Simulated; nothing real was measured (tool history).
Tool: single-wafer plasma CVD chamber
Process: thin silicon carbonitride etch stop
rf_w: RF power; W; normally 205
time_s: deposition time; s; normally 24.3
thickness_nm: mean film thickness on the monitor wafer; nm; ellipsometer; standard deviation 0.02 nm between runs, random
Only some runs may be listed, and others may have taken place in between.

run,day,rf_w,time_s,wafers since the last listed run,hours since the last thermocouple change,hours since the last RF generator calibration,hours since the showerhead was replaced,hours since the gauge calibration,"read-back reference wafer on the same gauge, thickness_nm",thickness_nm
1,0.000,205,24.3,0,2129.0,966.3,6841.7,100.4,12.101,13.037
2,0.708,205,24.3,395,2146.0,983.3,6858.7,117.4,12.100,13.016
3,1.392,205,24.3,381,2162.4,999.7,6875.1,133.8,12.101,13.017
4,1.650,195,26.0,144,2168.6,1005.9,6881.3,140.0,12.101,13.786
5,2.075,195,26.0,237,2178.8,1016.1,6891.5,150.2,12.105,13.790
6,3.200,205,26.9,628,2205.8,1043.1,6918.5,177.2,12.098,14.387
7,3.638,205,24.3,244,2216.3,1053.6,6929.0,187.7,12.100,13.019
8,4.062,205,24.3,237,2226.5,1063.8,6939.2,197.9,12.100,13.000
9,4.767,205,22.7,393,2243.4,1080.7,6956.1,214.8,12.099,12.169
# day 5.104: showerhead replaced
# day 5.362: RF generator calibrated
10,5.383,170,27.2,13,2258.2,0.5,6.7,229.6,12.098,14.251
11,5.967,170,27.2,325,2272.2,14.5,20.7,243.6,12.100,14.274
12,6.350,170,27.2,214,2281.4,23.7,29.9,252.8,12.096,14.267
13,7.096,205,24.3,416,2299.3,41.6,47.8,270.7,12.107,13.214
14,7.429,205,24.3,186,2307.3,49.6,55.8,278.7,12.096,13.270
15,8.142,180,24.3,398,2324.4,66.7,72.9,295.8,12.104,12.881
16,8.775,185,24.3,353,2339.6,81.9,88.1,311.0,12.100,12.928
17,9.129,185,24.3,197,2348.1,90.4,96.6,319.5,12.099,12.969
18,9.421,205,24.3,162,2355.1,97.4,103.6,326.5,12.096,13.218
19,9.675,170,27.2,141,2361.2,103.5,109.7,332.6,12.099,14.208
20,10.167,170,27.2,274,2373.0,115.3,121.5,344.4,12.102,14.210
21,10.646,205,24.3,267,2384.5,126.8,133.0,355.9,12.098,13.221
# day 11.283: thermocouple changed; heater temperature recalibrated
22,11.329,175,26.1,195,1.1,143.2,149.4,372.3,12.095,13.703
23,11.717,235,21.3,216,10.4,152.5,158.7,381.6,12.101,11.898
24,12.071,235,21.8,197,18.9,161.0,167.2,390.1,12.103,12.216
25,12.533,185,25.7,258,30.0,172.1,178.3,401.2,12.101,13.664
# day 12.679: gauge calibrated
26,13.079,205,22.4,304,43.1,185.2,191.4,9.6,12.095,12.161
27,13.383,220,26.6,169,50.4,192.5,198.7,16.9,12.098,14.685
28,13.725,235,24.3,190,58.6,200.7,206.9,25.1,12.102,13.620
29,14.208,190,27.9,270,70.2,212.3,218.5,36.7,12.101,14.908
30,14.871,185,25.7,370,86.1,228.2,234.4,52.6,12.093,13.658
31,15.500,190,21.3,351,101.2,243.3,249.5,67.7,12.099,11.377
32,15.796,165,19.8,165,108.3,250.4,256.6,74.8,12.106,10.279
33,16.088,230,26.5,162,115.3,257.4,263.6,81.8,12.102,14.733
34,16.475,205,24.3,216,124.6,266.7,272.9,91.1,12.105,13.156
35,16.788,230,20.8,174,132.1,274.2,280.4,98.6,12.101,11.539

The same runs without the tool's hidden state, with the same run-to-run variation:
Unlogged tool condition in this case: wafer temperature above the value expected at the setpoint (K); delivered RF power above the setpoint (%); gauge reads high (%).
run,thickness_nm
1,13.240
2,13.222
3,13.226
4,14.009
5,14.015
6,14.627
7,13.238
8,13.221
9,12.378
10,14.256
11,14.282
12,14.277
13,13.226
14,13.284
15,12.897
16,12.947
17,12.989
18,13.240
19,14.233
20,14.237
21,13.248
22,13.734
23,11.926
24,12.247
25,13.700
26,12.196
27,14.728
28,13.661
29,14.956
30,13.705
31,11.418
32,10.317
33,14.789
34,13.208
35,11.585

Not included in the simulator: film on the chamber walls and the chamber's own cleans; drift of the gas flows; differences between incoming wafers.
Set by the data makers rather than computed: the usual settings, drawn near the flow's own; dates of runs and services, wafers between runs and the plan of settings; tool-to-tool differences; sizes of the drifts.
